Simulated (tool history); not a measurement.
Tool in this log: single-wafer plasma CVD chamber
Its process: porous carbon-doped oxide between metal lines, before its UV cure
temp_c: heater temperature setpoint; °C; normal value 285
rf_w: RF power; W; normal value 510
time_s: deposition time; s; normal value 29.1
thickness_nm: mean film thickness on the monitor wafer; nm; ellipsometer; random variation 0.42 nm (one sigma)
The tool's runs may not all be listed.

run    hour  temp_c  rf_w  time_s  read-back reference wafer on the same gauge, thickness_nm  thickness_nm
  1     0.0     281   510    26.9                                                    134.969       154.600
  2   247.1     285   510    25.4                                                    134.883       141.960
  3   339.2     285   510    25.4                                                    135.074       141.966
  4   377.9     285   510    29.1                                                    135.112       162.320
  5   418.8     285   510    29.1                                                    134.882       162.083
  6   473.9     285   510    29.1                                                    135.013       161.983
      524.8  -- gauge calibrated
  7   571.3     285   510    29.1                                                    134.866       161.955
  8   644.9     285   510    29.1                                                    135.005       161.570
      665.5  -- RF generator calibrated
  9   806.2     285   510    31.0                                                    135.062       176.498
      906.0  -- showerhead replaced
      952.7  -- thermocouple changed; heater temperature recalibrated
 10  1068.5     285   510    29.1                                                    135.099       165.137
 11  1161.8     285   545    27.6                                                    135.022       164.662
 12  1247.9     285   510    29.1                                                    135.087       164.595
 13  1355.3     277   425    26.5                                                    135.082       137.109
 14  1425.8     273   535    31.3                                                    135.019       195.562
 15  1471.7     285   510    24.8                                                    135.050       140.411
     1502.0  -- gauge calibrated
 16  1542.2     285   510    25.7                                                    135.023       146.618

4 options for the next run, each taken on its own from the tool as it stands now. Forecast them:
  A  1542.6     285   510    29.1                                                          ?             ?
  B  1542.6     298   445    25.4                                                          ?             ?
  C  1542.6     298   440    34.3                                                          ?             ?
  D  1542.6     285   425    29.1                                                          ?             ?

run  read-back reference wafer on the same gauge, thickness_nm  thickness_nm
  A                                                    134.996       164.736
  B                                                    134.996       121.776
  C                                                    134.996       161.436
  D                                                    134.996       143.216
Stripped of hidden state, with their random variation kept, the same runs would have yielded:
run  thickness_nm
  A       165.549
  B       122.477
  C       162.366
  D       144.042
